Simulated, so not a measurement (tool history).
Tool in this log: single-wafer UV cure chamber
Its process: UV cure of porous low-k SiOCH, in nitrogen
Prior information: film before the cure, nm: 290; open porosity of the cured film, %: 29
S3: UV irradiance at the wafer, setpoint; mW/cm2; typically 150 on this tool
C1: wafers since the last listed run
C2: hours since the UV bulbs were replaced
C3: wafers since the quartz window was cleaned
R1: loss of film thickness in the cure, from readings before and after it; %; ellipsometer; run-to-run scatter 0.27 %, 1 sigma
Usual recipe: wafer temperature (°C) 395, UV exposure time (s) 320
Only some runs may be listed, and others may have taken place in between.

{"run": 1, "hour": 0.0, "wafer temperature (°C)": 382, "UV exposure time (s)": 320, "S3": 150, "C1": 0, "C2": 737.4, "C3": 12, "R1": 18.172}
{"run": 2, "hour": 77.4, "wafer temperature (°C)": 382, "UV exposure time (s)": 320, "S3": 150, "C1": 388, "C2": 814.8, "C3": 401, "R1": 17.863}
{"run": 3, "hour": 114.1, "wafer temperature (°C)": 382, "UV exposure time (s)": 320, "S3": 150, "C1": 184, "C2": 851.5, "C3": 586, "R1": 17.61}
{"run": 4, "hour": 201.4, "wafer temperature (°C)": 395, "UV exposure time (s)": 320, "S3": 150, "C1": 438, "C2": 938.8, "C3": 1024, "R1": 18.102}
{"run": 5, "hour": 298.7, "wafer temperature (°C)": 395, "UV exposure time (s)": 320, "S3": 150, "C1": 488, "C2": 1036.1, "C3": 1513, "R1": 17.554}
{"run": 6, "hour": 357.0, "wafer temperature (°C)": 395, "UV exposure time (s)": 320, "S3": 150, "C1": 292, "C2": 1094.4, "C3": 1806, "R1": 17.402}
{"run": 7, "hour": 408.5, "wafer temperature (°C)": 395, "UV exposure time (s)": 320, "S3": 150, "C1": 258, "C2": 1145.9, "C3": 2065, "R1": 17.329}
{"run": 8, "hour": 489.1, "wafer temperature (°C)": 395, "UV exposure time (s)": 320, "S3": 150, "C1": 404, "C2": 1226.5, "C3": 2470, "R1": 17.458}
{"hour": 521.7, "done": "quartz window cleaned"}
{"run": 9, "hour": 539.7, "wafer temperature (°C)": 395, "UV exposure time (s)": 275, "S3": 172, "C1": 214, "C2": 1277.1, "C3": 90, "R1": 18.532}
{"run": 10, "hour": 577.8, "wafer temperature (°C)": 395, "UV exposure time (s)": 275, "S3": 172, "C1": 191, "C2": 1315.2, "C3": 281, "R1": 18.09}
{"run": 11, "hour": 647.3, "wafer temperature (°C)": 395, "UV exposure time (s)": 410, "S3": 150, "C1": 349, "C2": 1384.7, "C3": 630, "R1": 19.287}
{"run": 12, "hour": 704.2, "wafer temperature (°C)": 395, "UV exposure time (s)": 320, "S3": 150, "C1": 285, "C2": 1441.6, "C3": 916, "R1": 17.011}
{"run": 13, "hour": 764.3, "wafer temperature (°C)": 395, "UV exposure time (s)": 320, "S3": 150, "C1": 301, "C2": 1501.7, "C3": 1218, "R1": 17.294}
{"run": 14, "hour": 851.1, "wafer temperature (°C)": 395, "UV exposure time (s)": 320, "S3": 150, "C1": 436, "C2": 1588.5, "C3": 1654, "R1": 16.676}
{"run": 15, "hour": 918.5, "wafer temperature (°C)": 395, "UV exposure time (s)": 320, "S3": 150, "C1": 338, "C2": 1655.9, "C3": 1993, "R1": 16.55}
{"hour": 971.9, "done": "quartz window cleaned"}
{"run": 16, "hour": 1004.9, "wafer temperature (°C)": 395, "UV exposure time (s)": 320, "S3": 150, "C1": 393, "C2": 1742.3, "C3": 165, "R1": 17.659}
{"run": 17, "hour": 1081.7, "wafer temperature (°C)": 395, "UV exposure time (s)": 465, "S3": 168, "C1": 385, "C2": 1819.1, "C3": 551, "R1": 20.304}
{"run": 18, "hour": 1123.3, "wafer temperature (°C)": 395, "UV exposure time (s)": 210, "S3": 150, "C1": 208, "C2": 1860.7, "C3": 760, "R1": 14.442}
{"run": 19, "hour": 1186.7, "wafer temperature (°C)": 395, "UV exposure time (s)": 210, "S3": 150, "C1": 318, "C2": 1924.1, "C3": 1079, "R1": 14.548}
{"run": 20, "hour": 1245.8, "wafer temperature (°C)": 395, "UV exposure time (s)": 320, "S3": 150, "C1": 296, "C2": 1983.2, "C3": 1376, "R1": 16.546}
{"run": 21, "hour": 1313.1, "wafer temperature (°C)": 385, "UV exposure time (s)": 195, "S3": 121, "C1": 338, "C2": 2050.5, "C3": 1714, "R1": 12.611}
{"run": 22, "hour": 1411.6, "wafer temperature (°C)": 376, "UV exposure time (s)": 320, "S3": 150, "C1": 494, "C2": 2149, "C3": 2209, "R1": 15.681}
{"hour": 1476.4, "done": "UV bulbs replaced"}
{"hour": 1485.5, "done": "quartz window cleaned"}
{"run": 23, "hour": 1502.9, "wafer temperature (°C)": 388, "UV exposure time (s)": 370, "S3": 169, "C1": 378, "C2": 26.5, "C3": 87, "R1": 20.202}
{"run": 24, "hour": 1563.1, "wafer temperature (°C)": 395, "UV exposure time (s)": 420, "S3": 150, "C1": 302, "C2": 86.7, "C3": 389, "R1": 20.377}
{"run": 25, "hour": 1622.2, "wafer temperature (°C)": 415, "UV exposure time (s)": 320, "S3": 113, "C1": 296, "C2": 145.8, "C3": 686, "R1": 17.372}
{"run": 26, "hour": 1691.5, "wafer temperature (°C)": 401, "UV exposure time (s)": 320, "S3": 150, "C1": 348, "C2": 215.1, "C3": 1034, "R1": 18.207}
{"run": 27, "hour": 1735.1, "wafer temperature (°C)": 395, "UV exposure time (s)": 320, "S3": 150, "C1": 219, "C2": 258.7, "C3": 1253, "R1": 17.888}
{"run": 28, "hour": 1799.3, "wafer temperature (°C)": 395, "UV exposure time (s)": 320, "S3": 150, "C1": 322, "C2": 322.9, "C3": 1576, "R1": 18.031}
{"run": 29, "hour": 1839.4, "wafer temperature (°C)": 411, "UV exposure time (s)": 210, "S3": 126, "C1": 201, "C2": 363, "C3": 1777, "R1": 14.538}
{"run": 30, "hour": 1883.3, "wafer temperature (°C)": 395, "UV exposure time (s)": 190, "S3": 150, "C1": 220, "C2": 406.9, "C3": 1998, "R1": 14.644}
{"hour": 1914.2, "done": "quartz window cleaned"}
{"run": 31, "hour": 1985.6, "wafer temperature (°C)": 411, "UV exposure time (s)": 450, "S3": 135, "C1": 473, "C2": 509.2, "C3": 358, "R1": 19.946}
{"run": 32, "hour": 2028.7, "wafer temperature (°C)": 395, "UV exposure time (s)": 320, "S3": 150, "C1": 216, "C2": 552.3, "C3": 575, "R1": 18.359}
{"run": 33, "hour": 2075.0, "wafer temperature (°C)": 402, "UV exposure time (s)": 320, "S3": 150, "C1": 232, "C2": 598.6, "C3": 807, "R1": 18.131}
{"run": 34, "hour": 2115.2, "wafer temperature (°C)": 395, "UV exposure time (s)": 320, "S3": 150, "C1": 201, "C2": 638.8, "C3": 1009, "R1": 17.748}
{"run": 35, "hour": 2191.3, "wafer temperature (°C)": 395, "UV exposure time (s)": 320, "S3": 150, "C1": 382, "C2": 714.9, "C3": 1391, "R1": 17.546}
{"run": 36, "hour": 2227.3, "wafer temperature (°C)": 395, "UV exposure time (s)": 320, "S3": 150, "C1": 180, "C2": 750.9, "C3": 1572, "R1": 17.154}
{"run": 37, "hour": 2267.5, "wafer temperature (°C)": 395, "UV exposure time (s)": 320, "S3": 150, "C1": 201, "C2": 791.1, "C3": 1774, "R1": 17.159}
{"run": 38, "hour": 2311.2, "wafer temperature (°C)": 395, "UV exposure time (s)": 320, "S3": 150, "C1": 219, "C2": 834.8, "C3": 1994, "R1": 17.704}

Subtracting, for every run, the result it would have given without the tool's unlogged condition from the measured result gives the following. The same run-to-run variation enters both numbers; the gauge's scatter may not:
Unlogged tool condition in this case: lamp output below its setpoint, %; transmission lost against a clean window, %.
run=1 R1=-0.644
run=2 R1=-1.21
run=3 R1=-1.403
run=4 R1=-1.81
run=5 R1=-2.036
run=6 R1=-2.141
run=7 R1=-2.221
run=8 R1=-2.354
run=9 R1=-1.188
run=10 R1=-1.462
run=11 R1=-1.878
run=12 R1=-2.038
run=13 R1=-2.286
run=14 R1=-2.426
run=15 R1=-2.536
run=16 R1=-1.546
run=17 R1=-2.065
run=18 R1=-2.122
run=19 R1=-2.391
run=20 R1=-2.589
run=21 R1=-2.632
run=22 R1=-2.845
run=23 R1=-0.358
run=24 R1=-0.791
run=25 R1=-1.097
run=26 R1=-1.355
run=27 R1=-1.475
run=28 R1=-1.644
run=29 R1=-1.619
run=30 R1=-1.696
run=31 R1=-0.96
run=32 R1=-1.218
run=33 R1=-1.412
run=34 R1=-1.548
run=35 R1=-1.756
run=36 R1=-1.799
run=37 R1=-1.879
run=38 R1=-2.016
